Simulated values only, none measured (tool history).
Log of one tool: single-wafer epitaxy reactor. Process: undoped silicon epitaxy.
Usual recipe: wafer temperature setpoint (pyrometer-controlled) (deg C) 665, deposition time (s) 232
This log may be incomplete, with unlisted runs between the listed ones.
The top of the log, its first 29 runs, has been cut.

run    hour  wafer temperature setpoint (pyrometer-controlled) (deg C)  deposition time (s)  read-back reference wafer on the same gauge, thickness_nm  mean film thickness on the monitor wafer (nm)
 30   820.1                                                        665                  232                                                     43.000                                         50.317
 31   840.6                                                        655                  204                                                     42.958                                         36.613
 32   861.9                                                        673                  266                                                     42.921                                         66.554
 33   897.6                                                        652                  232                                                     42.865                                         39.213
 34   909.8                                                        665                  232                                                     42.848                                         49.784
 35   933.3                                                        665                  232                                                     42.767                                         49.844
 36   961.1                                                        658                  232                                                     42.712                                         43.747
 37   984.2                                                        665                  274                                                     42.708                                         58.542
 38  1014.7                                                        665                  232                                                     42.545                                         49.567
 39  1042.9                                                        665                  232                                                     42.489                                         49.505

4 options for the next run, each taken on its own from the tool as it stands now. Forecast them:
  A  1043.4                                                        665                  232                                                          ?                                              ?
  B  1043.4                                                        654                  254                                                          ?                                              ?
  C  1043.4                                                        659                  263                                                          ?                                              ?
  D  1043.4                                                        651                  215                                                          ?                                              ?

run  read-back reference wafer on the same gauge, thickness_nm  mean film thickness on the monitor wafer (nm)
  A                                                     42.488                                         49.594
  B                                                     42.488                                         44.174
  C                                                     42.488                                         50.263
  D                                                     42.488                                         35.318
The same runs, with their run-to-run variation unchanged, on a tool lacking any hidden condition would have given:
run  mean film thickness on the monitor wafer (nm)
  A                                         50.300
  B                                         44.802
  C                                         50.978
  D                                         35.821
